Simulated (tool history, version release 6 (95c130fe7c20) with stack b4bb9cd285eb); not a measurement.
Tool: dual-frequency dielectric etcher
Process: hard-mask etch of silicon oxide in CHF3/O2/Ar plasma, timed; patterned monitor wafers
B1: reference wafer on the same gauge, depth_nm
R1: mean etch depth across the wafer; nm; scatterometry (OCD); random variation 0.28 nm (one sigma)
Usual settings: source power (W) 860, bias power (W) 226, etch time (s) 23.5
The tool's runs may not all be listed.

run 1 day=0 | source_power_(W)=860 bias_power_(W)=226 etch_time_(s)=23.5 | B1=71 | R1=61.5
run 2 day=0.45 | source_power_(W)=860 bias_power_(W)=226 etch_time_(s)=23.5 | B1=71.2 | R1=61.5
run 3 day=1.025 | source_power_(W)=860 bias_power_(W)=226 etch_time_(s)=23.5 | B1=70.9 | R1=61.5
run 4 day=1.308 | source_power_(W)=860 bias_power_(W)=226 etch_time_(s)=23.5 | B1=71.1 | R1=61.2
run 5 day=1.729 | source_power_(W)=860 bias_power_(W)=226 etch_time_(s)=23.5 | B1=71.1 | R1=61.2
run 6 day=2.304 | source_power_(W)=860 bias_power_(W)=226 etch_time_(s)=23.5 | B1=71.2 | R1=61.1
run 7 day=2.588 | source_power_(W)=860 bias_power_(W)=226 etch_time_(s)=23.5 | B1=71.2 | R1=61.5
-- day=3.275 bias power generator calibrated
-- day=3.592 wet clean of the chamber
run 8 day=3.612 | source_power_(W)=860 bias_power_(W)=226 etch_time_(s)=23.5 | B1=71.1 | R1=58.6
-- day=4.25 gauge calibrated
-- day=4.758 source power generator calibrated
-- day=4.875 upper electrode replaced
-- day=5.383 wet clean of the chamber, repeated, since the last time left the tool worse
run 9 day=5.404 | source_power_(W)=740 bias_power_(W)=203 etch_time_(s)=23.5 | B1=71.1 | R1=56.4
run 10 day=5.417 | source_power_(W)=860 bias_power_(W)=226 etch_time_(s)=23.5 | B1=71.1 | R1=62.3
run 11 day=5.429 | source_power_(W)=860 bias_power_(W)=274 etch_time_(s)=23.5 | B1=71.2 | R1=68.7
run 12 day=5.442 | source_power_(W)=860 bias_power_(W)=182 etch_time_(s)=23.5 | B1=71.1 | R1=57.8
run 13 day=5.804 | source_power_(W)=860 bias_power_(W)=226 etch_time_(s)=23.5 | B1=71.2 | R1=62.9
run 14 day=6.129 | source_power_(W)=980 bias_power_(W)=226 etch_time_(s)=23.5 | B1=71.1 | R1=66.4

Run 15 comes next. What will it give?
run 15 day=6.729 | source_power_(W)=860 bias_power_(W)=173 etch_time_(s)=18 | B1=? | R1=?

{"run 15": {"B1": 71, "R1": 43.1}}
Without the tool's hidden state the same run would have given R1 43.4 nm.
